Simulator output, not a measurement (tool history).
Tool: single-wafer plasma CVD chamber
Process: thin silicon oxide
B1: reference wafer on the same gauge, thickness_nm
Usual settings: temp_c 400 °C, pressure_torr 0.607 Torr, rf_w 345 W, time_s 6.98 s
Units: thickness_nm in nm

{"run": 1, "hour": 0.0, "temp_c": 400, "pressure_torr": 0.607, "rf_w": 345, "time_s": 6.98, "B1": 9.418, "thickness_nm": 9.592}
{"run": 2, "hour": 31.8, "temp_c": 400, "pressure_torr": 0.607, "rf_w": 345, "time_s": 6.98, "B1": 9.402, "thickness_nm": 9.666}
{"run": 3, "hour": 65.6, "temp_c": 400, "pressure_torr": 0.607, "rf_w": 345, "time_s": 6.98, "B1": 9.414, "thickness_nm": 9.667}
{"run": 4, "hour": 81.2, "temp_c": 400, "pressure_torr": 0.607, "rf_w": 345, "time_s": 6.98, "B1": 9.419, "thickness_nm": 9.666}
{"run": 5, "hour": 115.5, "temp_c": 400, "pressure_torr": 0.607, "rf_w": 345, "time_s": 6.98, "B1": 9.406, "thickness_nm": 9.602}
{"run": 6, "hour": 140.3, "temp_c": 400, "pressure_torr": 0.607, "rf_w": 345, "time_s": 6.98, "B1": 9.399, "thickness_nm": 9.69}
{"run": 7, "hour": 170.6, "temp_c": 400, "pressure_torr": 0.607, "rf_w": 345, "time_s": 6.98, "B1": 9.403, "thickness_nm": 9.657}
{"run": 8, "hour": 187.9, "temp_c": 400, "pressure_torr": 0.607, "rf_w": 345, "time_s": 6.98, "B1": 9.409, "thickness_nm": 9.634}
{"run": 9, "hour": 267.3, "temp_c": 400, "pressure_torr": 0.573, "rf_w": 345, "time_s": 6.64, "B1": 9.412, "thickness_nm": 8.66}
{"run": 10, "hour": 302.6, "temp_c": 400, "pressure_torr": 0.573, "rf_w": 345, "time_s": 6.64, "B1": 9.405, "thickness_nm": 8.655}
{"run": 11, "hour": 330.4, "temp_c": 400, "pressure_torr": 0.573, "rf_w": 345, "time_s": 6.64, "B1": 9.401, "thickness_nm": 8.647}
{"run": 12, "hour": 345.2, "temp_c": 400, "pressure_torr": 0.607, "rf_w": 405, "time_s": 6.98, "B1": 9.413, "thickness_nm": 10.64}
{"run": 13, "hour": 372.9, "temp_c": 400, "pressure_torr": 0.463, "rf_w": 345, "time_s": 6.98, "B1": 9.42, "thickness_nm": 7.402}
{"run": 14, "hour": 406.9, "temp_c": 400, "pressure_torr": 0.459, "rf_w": 345, "time_s": 7.48, "B1": 9.406, "thickness_nm": 7.793}
{"run": 15, "hour": 441.6, "temp_c": 393, "pressure_torr": 0.607, "rf_w": 345, "time_s": 6.98, "B1": 9.417, "thickness_nm": 9.473}
{"run": 16, "hour": 507.5, "temp_c": 400, "pressure_torr": 0.607, "rf_w": 345, "time_s": 6.98, "B1": 9.414, "thickness_nm": 9.432}
{"run": 17, "hour": 537.5, "temp_c": 400, "pressure_torr": 0.607, "rf_w": 345, "time_s": 6.98, "B1": 9.409, "thickness_nm": 9.5}
{"run": 18, "hour": 554.8, "temp_c": 405, "pressure_torr": 0.607, "rf_w": 345, "time_s": 6.98, "B1": 9.409, "thickness_nm": 9.411}
{"run": 19, "hour": 581.6, "temp_c": 400, "pressure_torr": 0.607, "rf_w": 325, "time_s": 6.98, "B1": 9.4, "thickness_nm": 9.065}
{"run": 20, "hour": 604.7, "temp_c": 400, "pressure_torr": 0.607, "rf_w": 375, "time_s": 6.49, "B1": 9.411, "thickness_nm": 9.255}
{"run": 21, "hour": 631.1, "temp_c": 400, "pressure_torr": 0.607, "rf_w": 345, "time_s": 8.13, "B1": 9.403, "thickness_nm": 11.041}
{"run": 22, "hour": 646.4, "temp_c": 400, "pressure_torr": 0.55, "rf_w": 345, "time_s": 5.89, "B1": 9.398, "thickness_nm": 7.267}

Not shown: 5 entries that the log had between the listed runs. Between which runs, and how does the tool's hidden state differ before and after?
Between runs 8 and 9: showerhead replaced (hour 214.9)
  delivered RF power above the setpoint (%): -6.78 -> -7.07; true pressure above the setpoint (%): 5.52 -> 5.78
  measured less the result without the state, thickness_nm: +0.052 -> +0.052 nm
Between runs 12 and 13: gauge calibrated (hour 360.1)
  delivered RF power above the setpoint (%): -7.36 -> -7.46; true pressure above the setpoint (%): 6.05 -> 6.14
  measured less the result without the state, thickness_nm: +0.122 -> +0.061 nm
Between runs 14 and 15: capacitance manometer re-zeroed and calibrated (hour 424.6); thermocouple changed; heater temperature recalibrated (hour 433); RF generator calibrated (hour 441.1)
  delivered RF power above the setpoint (%): -7.59 -> -0.694; true pressure above the setpoint (%): 6.25 -> -1.11
  measured less the result without the state, thickness_nm: +0.065 -> -0.151 nm

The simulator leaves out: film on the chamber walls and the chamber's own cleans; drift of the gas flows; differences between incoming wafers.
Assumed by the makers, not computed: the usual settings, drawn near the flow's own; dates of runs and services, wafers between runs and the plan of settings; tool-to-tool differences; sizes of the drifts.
